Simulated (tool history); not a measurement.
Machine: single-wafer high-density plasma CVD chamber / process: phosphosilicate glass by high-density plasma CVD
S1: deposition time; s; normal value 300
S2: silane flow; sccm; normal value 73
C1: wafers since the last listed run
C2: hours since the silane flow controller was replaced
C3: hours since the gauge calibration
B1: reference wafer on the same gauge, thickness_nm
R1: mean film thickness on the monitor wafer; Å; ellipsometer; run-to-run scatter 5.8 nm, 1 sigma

run,hour,S1,S2,C1,C2,C3,B1,R1
1,0.0,337,73,0,3073.9,426.2,2321.841,24828.48
2,35.4,337,73,242,3109.3,461.6,2319.604,24759.71
3,64.0,337,73,196,3137.9,490.2,2318.485,24758.99
4,127.8,300,73,437,3201.7,554.0,2319.187,22013.79
5,161.8,300,73,233,3235.7,588.0,2320.231,22243.17
6,196.1,283,77,235,3270.0,622.3,2318.211,21709.03
7,255.4,283,77,406,3329.3,681.6,2319.093,21845.88
8,297.8,300,73,290,3371.7,724.0,2321.607,22193.35
9,430.7,300,73,910,3504.6,856.9,2321.097,22229.43
10,470.7,268,77,274,3544.6,896.9,2320.940,20595.58
11,539.5,268,77,471,3613.4,965.7,2318.582,20585.83
# hour 559.2: silane flow controller replaced
12,600.2,268,77,361,41.0,1026.4,2319.975,19753.97
13,626.1,300,73,177,66.9,1052.3,2321.708,21314.24
# hour 667.7: gauge calibrated
14,689.3,313,77,433,130.1,21.6,2321.020,23223.20
15,743.1,313,77,368,183.9,75.4,2320.676,23290.97
16,862.0,276,68,815,302.8,194.3,2321.670,18704.40
17,922.3,263,73,413,363.1,254.6,2315.716,18739.81
18,949.1,300,73,183,389.9,281.4,2318.449,21519.16
19,1020.1,280,78,486,460.9,352.4,2320.569,21057.31
20,1058.3,300,62,261,499.1,390.6,2319.196,18977.71
21,1119.7,249,73,420,560.5,452.0,2322.940,17770.44
22,1179.4,300,73,409,620.2,511.7,2320.267,21460.91
23,1209.6,358,64,207,650.4,541.9,2320.904,23161.45
24,1279.8,319,82,481,720.6,612.1,2316.224,24839.26
25,1348.3,300,73,469,789.1,680.6,2318.186,21449.92
26,1390.6,300,73,289,831.4,722.9,2319.032,21546.52
27,1434.0,249,85,297,874.8,766.3,2321.141,20033.63
28,1464.6,333,60,209,905.4,796.9,2323.061,20682.42
29,1521.3,300,77,388,962.1,853.6,2320.860,22283.95
30,1566.8,284,73,311,1007.6,899.1,2319.806,20379.44
# hour 1576.2: gauge calibrated
31,1601.9,256,77,240,1042.7,25.7,2320.073,19099.32

Measured result minus the same run's result without the hidden state. Both carry the same run-to-run variation, though not necessarily the same gauge scatter:
Hidden conditions of the tool in this case: delivered silane flow above the setpoint (%); gauge reads high (%).
run,R1
1,+774.56
2,+780.74
3,+787.43
4,+713.44
5,+728.04
6,+717.60
7,+734.37
8,+754.94
9,+784.03
10,+734.16
11,+747.13
12,-90.30
13,-91.80
14,-85.05
15,-72.53
16,-35.63
17,-24.22
18,-21.97
19,-6.35
20,+1.61
21,+12.54
22,+28.09
23,+37.37
24,+57.66
25,+64.58
26,+74.04
27,+77.57
28,+86.43
29,+105.79
30,+106.05
31,+106.10

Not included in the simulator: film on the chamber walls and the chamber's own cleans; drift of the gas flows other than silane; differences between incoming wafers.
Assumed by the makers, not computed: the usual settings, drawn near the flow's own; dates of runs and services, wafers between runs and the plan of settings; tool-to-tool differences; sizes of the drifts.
